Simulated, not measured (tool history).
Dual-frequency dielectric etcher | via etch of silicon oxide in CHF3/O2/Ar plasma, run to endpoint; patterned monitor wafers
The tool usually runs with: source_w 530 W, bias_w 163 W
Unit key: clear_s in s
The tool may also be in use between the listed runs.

run   hour  source_w  bias_w  incoming incoming film thickness, nm  clear_s
  1    0.0       530     163                                 607.6    328.7
  2   29.0       530     163                                 612.8    333.2
  3   47.9       530     163                                 606.4    330.4
  4   74.1       530     163                                 613.4    334.6
  5   86.6       450     163                                 608.7    346.5
  6  109.9       470     163                                 606.9    342.5
  7  130.1       470     163                                 603.7    341.6
  8  219.3       530     163                                 606.8    333.7
  9  238.2       530     163                                 612.3    335.9
 10  267.6       530     163                                 610.0    336.4
     301.6  -- upper electrode replaced
 11  302.1       530     174                                 604.4    327.6
 12  312.4       530     129                                 599.9    354.8
     339.9  -- wet clean of the chamber
 13  340.4       610     128                                 605.9    333.9
 14  365.6       640     187                                 609.5    301.5
     377.6  -- bias power generator calibrated
 15  387.8       590     150                                 607.5    326.4
     402.5  -- source power generator calibrated
 16  410.8       620     130                                 605.4    334.4
 17  430.7       420     175                                 600.0    340.8
 18  479.1       640     187                                 607.1    301.2
 19  506.0       470     163                                 604.9    341.0
 20  521.7       410     174                                 604.5    346.7
 21  538.4       530     163                                 606.2    331.1
 22  554.5       410     183                                 608.9    343.4

Branching from run 22: 5 alternative next runs. What would each branch give?
  A  555.0       530     177                                 606.6        ?
  B  555.0       620     163                                 606.6        ?
  C  555.0       430     175                                 606.6        ?
  D  555.0       610     141                                 606.6        ?
  E  555.0       530     136                                 606.6        ?

run  clear_s
  A    324.1
  B    317.1
  C    344.3
  D    331.6
  E    348.8
Had the tool no hidden state, the same runs would have come out as:
run  clear_s
  A    320.1
  B    313.2
  C    340.0
  D    327.5
  E    344.5

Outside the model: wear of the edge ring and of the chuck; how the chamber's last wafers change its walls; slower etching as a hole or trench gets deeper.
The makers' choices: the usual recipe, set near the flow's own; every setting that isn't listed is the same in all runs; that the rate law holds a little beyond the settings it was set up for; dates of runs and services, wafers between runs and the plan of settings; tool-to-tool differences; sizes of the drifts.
